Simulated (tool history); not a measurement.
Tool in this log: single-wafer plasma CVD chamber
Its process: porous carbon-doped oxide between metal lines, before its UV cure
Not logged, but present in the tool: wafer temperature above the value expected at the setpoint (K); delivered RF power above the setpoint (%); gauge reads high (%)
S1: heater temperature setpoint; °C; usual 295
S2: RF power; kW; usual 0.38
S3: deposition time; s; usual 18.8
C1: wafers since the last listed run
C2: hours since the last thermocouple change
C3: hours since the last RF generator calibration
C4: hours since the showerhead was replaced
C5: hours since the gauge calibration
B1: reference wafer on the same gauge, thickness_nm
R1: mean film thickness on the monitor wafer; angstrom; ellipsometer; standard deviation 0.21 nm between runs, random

run	hour	S1	S2	S3	C1	C2	C3	C4	C5	B1	R1
1	0	295	0.38	18.8	0	329.5	217.8	4008.5	2115.6	93.615	903.9
2	88.9	295	0.38	18.8	2165	418.4	306.7	4097.4	2204.5	93.582	903.96
# hour 100.2: gauge calibrated
3	164.9	295	0.38	18.8	1851	494.4	382.7	4173.4	64.7	93.609	903.18
4	231.3	286	0.38	18.8	1617	560.8	449.1	4239.8	131.1	93.585	944.46
5	268.3	295	0.38	18.8	901	597.8	486.1	4276.8	168.1	93.563	901.78
6	344.9	295	0.38	18.8	1865	674.4	562.7	4353.4	244.7	93.617	904.01
7	424.3	295	0.35	18.8	1934	753.8	642.1	4432.8	324.1	93.678	851.12
8	464.3	295	0.35	18.8	974	793.8	682.1	4472.8	364.1	93.596	851.24
9	504.3	295	0.38	18.8	974	833.8	722.1	4512.8	404.1	93.678	898.6
10	594.5	295	0.38	19.6	2197	924	812.3	4603	494.3	93.57	934.61
11	767.7	295	0.38	19.6	4219	1097.2	985.5	4776.2	667.5	93.603	934.76
12	807.8	295	0.38	18.8	976	1137.3	1025.6	4816.3	707.6	93.637	899.53
13	912.1	301	0.36	18.8	2540	1241.6	1129.9	4920.6	811.9	93.608	838.31
14	1005.4	301	0.36	18.8	2272	1334.9	1223.2	5013.9	905.2	93.605	838.52
15	1325.7	301	0.36	18.8	7802	1655.2	1543.5	5334.2	1225.5	93.573	832.86
16	1396.4	295	0.38	18.8	1722	1725.9	1614.2	5404.9	1296.2	93.631	893.23
17	1466.6	288	0.38	16.4	1710	1796.1	1684.4	5475.1	1366.4	93.625	811.61
# hour 1502.4: showerhead replaced
18	1719.4	289	0.38	18.8	5963	2048.9	1937.2	217	1619.2	93.724	913.38
19	1967.2	295	0.38	18.8	6036	2296.7	2185	464.8	1867	93.623	883.89
20	2074.9	308	0.35	15.8	2623	2404.4	2292.7	572.5	1974.7	93.592	659.59
# hour 2095.4: gauge calibrated
21	2150.3	295	0.38	18.8	1836	2479.8	2368.1	647.9	54.9	93.564	876.79
# hour 2186.8: thermocouple changed; heater temperature recalibrated
22	2187.3	290	0.41	18.8	706	0.5	2405.1	684.9	91.9	93.559	950.78
23	2243.7	303	0.435	15.8	1373	56.9	2461.5	741.3	148.3	93.646	781.52
# hour 2314.6: RF generator calibrated
24	2320.8	295	0.325	18.8	1683	134	6.2	818.4	225.4	93.541	806.91
25	2393	282	0.38	16.5	1758	206.2	78.4	890.6	297.6	93.608	855.14
26	2432.7	304	0.43	20.1	967	245.9	118.1	930.3	337.3	93.561	999.94
27	2481.8	305	0.325	16.3	1196	295	167.2	979.4	386.4	93.573	669.28
28	2563.7	295	0.38	20.1	1995	376.9	249.1	1061.3	468.3	93.644	966
29	2603.6	295	0.38	18.8	971	416.8	289	1101.2	508.2	93.58	900.25
30	2684.8	301	0.315	20	1978	498	370.2	1182.4	589.4	93.656	819.19
31	2782.1	289	0.355	22	2370	595.3	467.5	1279.7	686.7	93.585	1034.18
32	2852.7	302	0.38	18.8	1719	665.9	538.1	1350.3	757.3	93.54	871.33
33	2897.6	295	0.38	21.8	1093	710.8	583	1395.2	802.2	93.551	1043.35
34	2935.5	306	0.405	16	923	748.7	620.9	1433.1	840.1	93.561	765.09
35	3002.9	295	0.38	21.3	1641	816.1	688.3	1500.5	907.5	93.702	1014.2

Exercise: give the hidden state of the tool at every run:
wafer temperature above the value expected at the setpoint (K): 0, the same for each run
gauge reads high (%): 0, the same for each run
H1: delivered RF power above the setpoint (%)
run	H1
1	-0.173
2	-0.204
3	-0.239
4	-0.276
5	-0.299
6	-0.353
7	-0.417
8	-0.452
9	-0.49
10	-0.582
11	-0.79
12	-0.844
13	-0.995
14	-1.14
15	-1.73
16	-1.88
17	-2.04
18	-2.65
19	-3.33
20	-3.65
21	-3.89
22	-4.01
23	-4.19
24	-0.0231
25	-0.0271
26	-0.0323
27	-0.0417
28	-0.0645
29	-0.0788
30	-0.115
31	-0.169
32	-0.216
33	-0.25
34	-0.281
35	-0.34
